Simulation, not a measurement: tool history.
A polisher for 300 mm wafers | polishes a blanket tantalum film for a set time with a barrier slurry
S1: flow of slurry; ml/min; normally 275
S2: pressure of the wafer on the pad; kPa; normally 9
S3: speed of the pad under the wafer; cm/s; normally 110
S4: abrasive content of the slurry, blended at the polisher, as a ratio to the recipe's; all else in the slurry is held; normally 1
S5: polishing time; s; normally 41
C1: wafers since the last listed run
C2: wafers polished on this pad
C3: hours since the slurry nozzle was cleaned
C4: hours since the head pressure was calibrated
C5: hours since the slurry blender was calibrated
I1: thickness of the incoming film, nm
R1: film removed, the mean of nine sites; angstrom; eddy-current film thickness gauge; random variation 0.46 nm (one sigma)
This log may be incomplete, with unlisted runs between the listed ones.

run    hour   S1    S2   S3    S4  S5    C1    C2     C3      C4     C5     I1   R1
  1       0  275     9  110     1  41     0  1790   29.9     349   79.5  275.9  558
  2      32  275     9  110     1  41   278  2069   61.9     381  111.5  282.6  551
  3    84.4  275     9  110     1  41   456  2526  114.3   433.4  163.9  280.5  540
  4   124.6  275     9  110     1  41   350  2876  154.5   473.6  204.1    280  537
  5   154.4  275     9  110     1  41   259  3136  184.3   503.4  233.9  283.4  531
  6   179.1  275     9   92     1  52   215  3351    209   528.1  258.6  285.5  564
      218.1  -- worn pad replaced by a new one
  7   246.2  275     9   92     1  52   550   245  276.1   595.2  325.7  280.1  627
        300  -- slurry blender recalibrated
  8   308.4  275     9   92     1  52   524   770  338.3   657.4    8.4    281  624
  9   380.4  350     9   84     1  41   627  1397  410.3   729.4   80.4  278.6  458
      417.3  -- slurry nozzle cleaned
 10   435.5  350     9   84     1  41   471  1869   18.2   784.5  135.5  277.3  454
 11   465.3  350     9   84     1  41   259  2128     48   814.3  165.3  283.3  454
 12   510.8  275  10.3  110     1  41   396  2525   93.5   859.8  210.8  277.8  644
 13   567.4  275   7.6  120   0.9  31   493  3018  150.1   916.4  267.4  277.2  386
      655.2  -- worn pad replaced by a new one
 14   678.2  275     9  110     1  41   930   200  260.9  1027.2  378.2  279.9  615
      734.9  -- head pressure recalibrated
      734.9  -- slurry blender recalibrated
 15   747.2  275     9  110     1  50   583   783  329.9    12.3   12.3  276.9  695
        799  -- slurry nozzle cleaned
 16   799.5  305     9  110     1  41   447  1230    0.5    64.6   64.6  281.4  565
 17   917.5  275   6.2  110     1  41  1028  2259  118.5   182.6  182.6  278.9  405
 18   986.8  200     9   98     1  41   604  2863  187.8   251.9  251.9  276.6  466
      999.5  -- worn pad replaced by a new one
 19  1047.7  305     9  110     1  41   495   420  248.7   312.8  312.8  280.3  576
 20  1083.3  275     9  110     1  41   310   730  284.3   348.4  348.4  282.8  578
 21  1134.3  275   7.6  146     1  50   444  1175  335.3   399.4  399.4  282.7  796
     1159.4  -- slurry blender recalibrated
 22  1206.2  250   6.2  146     1  54   609  1784  407.2   471.3   46.8  285.7  733
     1235.4  -- slurry nozzle cleaned
 23  1257.5  275   6.9   92     1  41   438  2223   22.1   522.6   98.1  283.4  376
 24  1316.1  275     9   90     1  41   510  2733   80.7   581.2  156.7  280.6  453
 25  1368.5  275     9  110     1  41   456  3190  133.1   633.6  209.1  278.5  536
 26    1401  320  11.7  110     1  45   283  3474  165.6   666.1  241.6  283.9  742
 27  1426.8  275    11   94  0.85  41   224  3698  191.4   691.9  267.4  277.1  499
     1444.2  -- worn pad replaced by a new one
 28    1451  360   9.7  110  1.15  54   176    59  215.6   716.1  291.6  277.6  883
 29  1499.3  195  12.4  110     1  41   421   480  263.9   764.4  339.9  279.9  763
     1507.9  -- slurry blender recalibrated
 30  1568.5  275     9  110     1  41   585  1066  333.1   833.6   60.6  282.7  586
 31  1642.9  275     9  110     1  36   648  1714  407.5     908    135  280.3  512

Pick out some run-to-run changes in R1. Of each, how much would a tool without hidden state show as well, from the settings, what came in and chance, and how much is left for the hidden state and any gauge scatter not in both results compared?
Hidden state at play: removal rate lost through wear of the pad, %; slurry flow missing at the pad, %; deviation of the head's pressure from its setpoint, %; abrasive missing from the slurry, %.
Run 6 -> 7: worn pad replaced by a new one. R1 +63 angstrom: hidden state +68, all else -5.
Run 12 -> 13: S2 10.3 -> 7.6, S3 110 -> 120, S4 1 -> 0.9, S5 41 -> 31. R1 -258 angstrom: hidden state -1, all else -257.
Run 14 -> 15: S5 41 -> 50, head pressure recalibrated, slurry blender recalibrated. R1 +80 angstrom: hidden state -52, all else +132.
Run 22 -> 23: S1 250 -> 275, S2 6.2 -> 6.9, S3 146 -> 92, S5 54 -> 41, slurry nozzle cleaned. R1 -357 angstrom: hidden state +6, all else -363.
Run 27 -> 28: S1 275 -> 360, S2 11 -> 9.7, S3 94 -> 110, S4 0.85 -> 1.15, S5 41 -> 54, worn pad replaced by a new one. R1 +384 angstrom: hidden state +59, all else +325.
